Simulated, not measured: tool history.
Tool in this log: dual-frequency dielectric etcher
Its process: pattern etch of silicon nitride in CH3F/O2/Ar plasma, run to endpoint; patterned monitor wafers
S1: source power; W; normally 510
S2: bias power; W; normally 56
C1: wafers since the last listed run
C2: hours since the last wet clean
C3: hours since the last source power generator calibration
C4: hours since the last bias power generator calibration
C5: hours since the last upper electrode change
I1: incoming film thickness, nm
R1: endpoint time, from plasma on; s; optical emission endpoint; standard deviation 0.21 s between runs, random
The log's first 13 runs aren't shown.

-- hour=675.9 wet clean of the chamber
-- hour=697.8 source power generator calibrated
-- hour=749.8 upper electrode replaced
run 14 hour=750.3 | S1=510 S2=56 | C1=1032 C2=74.4 C3=52.5 C4=4560.8 C5=0.5 | I1=34.55 | R1=48.9
run 15 hour=766.7 | S1=510 S2=56 | C1=122 C2=90.8 C3=68.9 C4=4577.2 C5=16.9 | I1=34.79 | R1=49.0
run 16 hour=825.2 | S1=510 S2=47 | C1=437 C2=149.3 C3=127.4 C4=4635.7 C5=75.4 | I1=34.73 | R1=51.6
run 17 hour=867.1 | S1=510 S2=56 | C1=313 C2=191.2 C3=169.3 C4=4677.6 C5=117.3 | I1=34.92 | R1=49.5
run 18 hour=942.2 | S1=580 S2=66 | C1=561 C2=266.3 C3=244.4 C4=4752.7 C5=192.4 | I1=34.77 | R1=44.6
-- hour=1016.6 wet clean of the chamber
-- hour=1056.1 bias power generator calibrated
run 19 hour=1088.9 | S1=400 S2=56 | C1=887 C2=72.3 C3=391.1 C4=32.8 C5=339.1 | I1=35.02 | R1=53.9
run 20 hour=1155.6 | S1=460 S2=49 | C1=498 C2=139.0 C3=457.8 C4=99.5 C5=405.8 | I1=34.80 | R1=53.3
run 21 hour=1226.8 | S1=550 S2=68 | C1=532 C2=210.2 C3=529.0 C4=170.7 C5=477.0 | I1=35.02 | R1=45.3
run 22 hour=1256.6 | S1=510 S2=56 | C1=222 C2=240.0 C3=558.8 C4=200.5 C5=506.8 | I1=34.81 | R1=49.2
run 23 hour=1294.5 | S1=380 S2=67 | C1=283 C2=277.9 C3=596.7 C4=238.4 C5=544.7 | I1=34.78 | R1=51.2
-- hour=1368.8 wet clean of the chamber
run 24 hour=1369.3 | S1=510 S2=56 | C1=379 C2=0.5 C3=671.5 C4=313.2 C5=619.5 | I1=34.92 | R1=49.3
run 25 hour=1413.6 | S1=400 S2=48 | C1=331 C2=44.8 C3=715.8 C4=357.5 C5=663.8 | I1=34.88 | R1=56.3
run 26 hour=1476.6 | S1=510 S2=56 | C1=470 C2=107.8 C3=778.8 C4=420.5 C5=726.8 | I1=34.69 | R1=48.8
run 27 hour=1522.1 | S1=510 S2=45 | C1=340 C2=153.3 C3=824.3 C4=466.0 C5=772.3 | I1=34.87 | R1=52.4
run 28 hour=1552.9 | S1=410 S2=42 | C1=230 C2=184.1 C3=855.1 C4=496.8 C5=803.1 | I1=34.97 | R1=58.5
run 29 hour=1619.0 | S1=550 S2=68 | C1=494 C2=250.2 C3=921.2 C4=562.9 C5=869.2 | I1=34.88 | R1=44.9
run 30 hour=1667.9 | S1=510 S2=56 | C1=365 C2=299.1 C3=970.1 C4=611.8 C5=918.1 | I1=35.40 | R1=50.0
run 31 hour=1734.6 | S1=640 S2=49 | C1=498 C2=365.8 C3=1036.8 C4=678.5 C5=984.8 | I1=34.57 | R1=46.7
run 32 hour=1772.5 | S1=390 S2=56 | C1=283 C2=403.7 C3=1074.7 C4=716.4 C5=1022.7 | I1=34.38 | R1=53.4
-- hour=1811.3 wet clean of the chamber
run 33 hour=1811.8 | S1=470 S2=56 | C1=114 C2=0.5 C3=1114.0 C4=755.7 C5=1062.0 | I1=34.90 | R1=50.7
run 34 hour=1844.0 | S1=510 S2=56 | C1=240 C2=32.7 C3=1146.2 C4=787.9 C5=1094.2 | I1=35.21 | R1=49.8
run 35 hour=1886.9 | S1=420 S2=63 | C1=320 C2=75.6 C3=1189.1 C4=830.8 C5=1137.1 | I1=34.86 | R1=50.7

Here are 4 independent what-if runs from the current tool condition. What would each one return?
run A hour=1887.3 | S1=510 S2=63 | C1=2 C2=76.0 C3=1189.5 C4=831.2 C5=1137.5 | I1=34.97 | R1=?
run B hour=1887.3 | S1=510 S2=49 | C1=2 C2=76.0 C3=1189.5 C4=831.2 C5=1137.5 | I1=34.97 | R1=?
run C hour=1887.3 | S1=610 S2=68 | C1=2 C2=76.0 C3=1189.5 C4=831.2 C5=1137.5 | I1=34.97 | R1=?
run D hour=1887.3 | S1=580 S2=51 | C1=2 C2=76.0 C3=1189.5 C4=831.2 C5=1137.5 | I1=34.97 | R1=?

run=A R1=47.7
run=B R1=51.5
run=C R1=43.7
run=D R1=48.6
Without the tool's unlogged condition, the same runs would have read:
run=A R1=47.7
run=B R1=51.5
run=C R1=43.7
run=D R1=48.6
